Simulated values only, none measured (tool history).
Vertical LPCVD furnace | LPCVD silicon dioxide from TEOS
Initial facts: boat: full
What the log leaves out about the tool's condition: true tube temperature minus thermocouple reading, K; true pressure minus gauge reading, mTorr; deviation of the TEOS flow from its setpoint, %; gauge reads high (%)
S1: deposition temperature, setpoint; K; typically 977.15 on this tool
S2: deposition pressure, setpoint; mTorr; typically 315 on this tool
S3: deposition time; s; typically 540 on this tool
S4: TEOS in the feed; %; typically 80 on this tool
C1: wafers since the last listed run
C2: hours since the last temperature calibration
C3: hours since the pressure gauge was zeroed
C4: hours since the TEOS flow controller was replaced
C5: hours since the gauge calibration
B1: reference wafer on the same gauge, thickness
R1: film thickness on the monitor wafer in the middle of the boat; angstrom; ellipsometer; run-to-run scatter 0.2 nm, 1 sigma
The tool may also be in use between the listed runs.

run	hour	S1	S2	S3	S4	C1	C2	C3	C4	C5	B1	R1
1	0	977.15	315	540	80	0	2658.3	2523.8	4385.2	352.7	91.07	813.4
2	69.5	977.15	315	540	80	1231	2727.8	2593.3	4454.7	422.2	91.16	818.4
3	118.4	983.15	315	540	80	866	2776.7	2642.2	4503.6	471.1	91.13	936.2
4	166.5	983.15	315	540	80	852	2824.8	2690.3	4551.7	519.2	91.15	934.2
5	203	977.15	315	540	80	646	2861.3	2726.8	4588.2	555.7	91.06	819.3
6	257.8	977.15	315	540	80	970	2916.1	2781.6	4643	610.5	91.09	815.4
7	309.1	977.15	315	540	80	908	2967.4	2832.9	4694.3	661.8	91.05	821.9
8	334.5	984.15	315	540	80	450	2992.8	2858.3	4719.7	687.2	91.16	966.3
9	367.6	977.15	315	540	80	586	3025.9	2891.4	4752.8	720.3	91.05	820.6
10	413.9	977.15	315	540	80	820	3072.2	2937.7	4799.1	766.6	91.09	819.4
11	459.1	977.15	315	540	80	800	3117.4	2982.9	4844.3	811.8	91.1	821.6
12	520.2	977.15	315	540	80	1082	3178.5	3044	4905.4	872.9	91.17	825.7
13	549.3	977.15	315	540	80	515	3207.6	3073.1	4934.5	902	91.08	822.6
14	578.1	977.15	315	540	80	510	3236.4	3101.9	4963.3	930.8	91.04	822.1
15	634.6	977.15	315	540	80	1001	3292.9	3158.4	5019.8	987.3	91.13	826.7
16	669.1	977.15	270	540	80	611	3327.4	3192.9	5054.3	1021.8	91.12	766.9
# hour 696.3: gauge calibrated
17	730.7	983.15	275	390	71	1091	3389	3254.5	5115.9	34.4	91.01	603.1
18	756.8	977.15	275	480	80	462	3415.1	3280.6	5142	60.5	91.12	692
19	821.8	966.15	255	750	90	1151	3480.1	3345.6	5207	125.5	91.08	857.2
20	876.7	982.15	315	540	80	972	3535	3400.5	5261.9	180.4	91.09	933.6
# hour 977.3: thermocouples replaced and temperature profile calibrated
# hour 1007.2: TEOS flow controller replaced
21	1075.1	977.15	315	450	71	2664	97.8	3598.9	67.9	378.8	91.05	637
22	1106.7	977.15	315	540	91	559	129.4	3630.5	99.5	410.4	91.08	862
23	1243.8	967.15	290	750	71	2429	266.5	3767.6	236.6	547.5	91.17	812.4
24	1270.1	977.15	315	540	87	466	292.8	3793.9	262.9	573.8	91.03	849.1
# hour 1294.4: pressure gauge zeroed
25	1340.4	977.15	315	540	80	820	363.1	46	333.2	644.1	91.12	792.5
26	1400	977.15	250	330	65	1056	422.7	105.6	392.8	703.7	91.12	390
27	1454.7	977.15	285	540	80	969	477.4	160.3	447.5	758.4	91.1	755
28	1522.5	977.15	315	540	80	1201	545.2	228.1	515.3	826.2	91.09	793
29	1549.8	977.15	315	540	80	483	572.5	255.4	542.6	853.5	91.07	797.4
30	1621.2	977.15	250	540	88	1265	643.9	326.8	614	924.9	91.07	743
31	1688.3	986.15	315	690	80	1188	711	393.9	681.1	992	91.11	1248.5
32	1729.8	977.15	385	540	80	735	752.5	435.4	722.6	1033.5	91.07	879.8

3 ways to go on from here, each from the tool as it stands after run 32. What would each give?
A	1734	968.15	315	540	80	74	756.7	439.6	726.8	1037.7	?	?
B	1734	977.15	265	540	80	74	756.7	439.6	726.8	1037.7	?	?
C	1734	977.15	315	750	80	74	756.7	439.6	726.8	1037.7	?	?

run	B1	R1
A	91.11	643.7
B	91.11	728.3
C	91.11	1102.4
With the hidden condition removed and each run's random variation left untouched, the same runs would have given:
run	R1
A	640.2
B	724.1
C	1096.5

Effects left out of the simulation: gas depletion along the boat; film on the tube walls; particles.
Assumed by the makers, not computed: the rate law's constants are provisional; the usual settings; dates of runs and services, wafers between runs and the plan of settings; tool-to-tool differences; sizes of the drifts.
